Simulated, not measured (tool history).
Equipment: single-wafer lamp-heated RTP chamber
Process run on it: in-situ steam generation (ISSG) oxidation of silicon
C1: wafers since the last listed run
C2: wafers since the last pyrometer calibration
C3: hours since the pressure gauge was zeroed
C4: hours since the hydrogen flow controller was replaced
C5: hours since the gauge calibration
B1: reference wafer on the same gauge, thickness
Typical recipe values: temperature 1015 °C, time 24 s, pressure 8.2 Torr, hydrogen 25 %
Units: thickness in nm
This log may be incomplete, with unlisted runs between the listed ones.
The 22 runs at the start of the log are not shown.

Run 23, hour 641.4: usual settings but time 21 s, pressure 9.7 Torr; C1 338; C2 2236; C3 402.9; C4 517.9; C5 216.5; B1 5.968. Result: thickness 6.377 nm.
Run 24, hour 714.7: usual settings but temperature 1035 °C; C1 790; C2 3026; C3 476.2; C4 591.2; C5 289.8; B1 5.985. Result: thickness 7.640 nm.
Run 25, hour 743.8: usual settings; C1 313; C2 3340; C3 505.3; C4 620.3; C5 318.9; B1 5.986. Result: thickness 6.877 nm.
Run 26, hour 771.3: usual settings but temperature 1034 °C, hydrogen 32 %; C1 296; C2 3636; C3 532.8; C4 647.8; C5 346.4; B1 5.996. Result: thickness 8.067 nm.
Run 27, hour 783.3: usual settings but time 14 s; C1 129; C2 3766; C3 544.8; C4 659.8; C5 358.4; B1 5.997. Result: thickness 5.364 nm.
Run 28, hour 807.2: usual settings but time 20 s, pressure 8.7 Torr; C1 257; C2 4023; C3 568.7; C4 683.7; C5 382.3; B1 5.999. Result: thickness 6.248 nm.
At hour 823.8: pyrometer window cleaned and pyrometer calibrated.
Run 29, hour 825.6: usual settings but temperature 1001 °C, time 30 s, pressure 7.2 Torr; C1 112; C2 19; C3 587.1; C4 702.1; C5 400.7; B1 6.004. Result: thickness 7.215 nm.
Run 30, hour 853.8: usual settings but time 18 s, pressure 7.5 Torr, hydrogen 17 %; C1 303; C2 323; C3 615.3; C4 730.3; C5 428.9; B1 6.004. Result: thickness 5.492 nm.

Predict each of these 5 candidate next runs independently; none follows another, all start after run 30:
Run A, hour 854.2: usual settings; C1 4; C2 327; C3 615.7; C4 730.7; C5 429.3; B1 ?. Result: thickness ?.
Run B, hour 854.2: usual settings but temperature 1000 °C, hydrogen 15 %; C1 4; C2 327; C3 615.7; C4 730.7; C5 429.3; B1 ?. Result: thickness ?.
Run C, hour 854.2: usual settings but temperature 1005 °C, time 20 s, pressure 8.9 Torr, hydrogen 32 %; C1 4; C2 327; C3 615.7; C4 730.7; C5 429.3; B1 ?. Result: thickness ?.
Run D, hour 854.2: usual settings but time 20 s, pressure 6.9 Torr; C1 4; C2 327; C3 615.7; C4 730.7; C5 429.3; B1 ?. Result: thickness ?.
Run E, hour 854.2: usual settings but temperature 1010 °C, time 21 s, pressure 9.1 Torr, hydrogen 21 %; C1 4; C2 327; C3 615.7; C4 730.7; C5 429.3; B1 ?. Result: thickness ?.

run     B1  thickness
  A  6.010      6.969
  B  6.010      5.810
  C  6.010      6.444
  D  6.010      6.375
  E  6.010      6.081
What these runs would have given with no unlogged condition in the tool:
run  thickness
  A      6.801
  B      5.670
  C      6.288
  D      6.221
  E      5.935
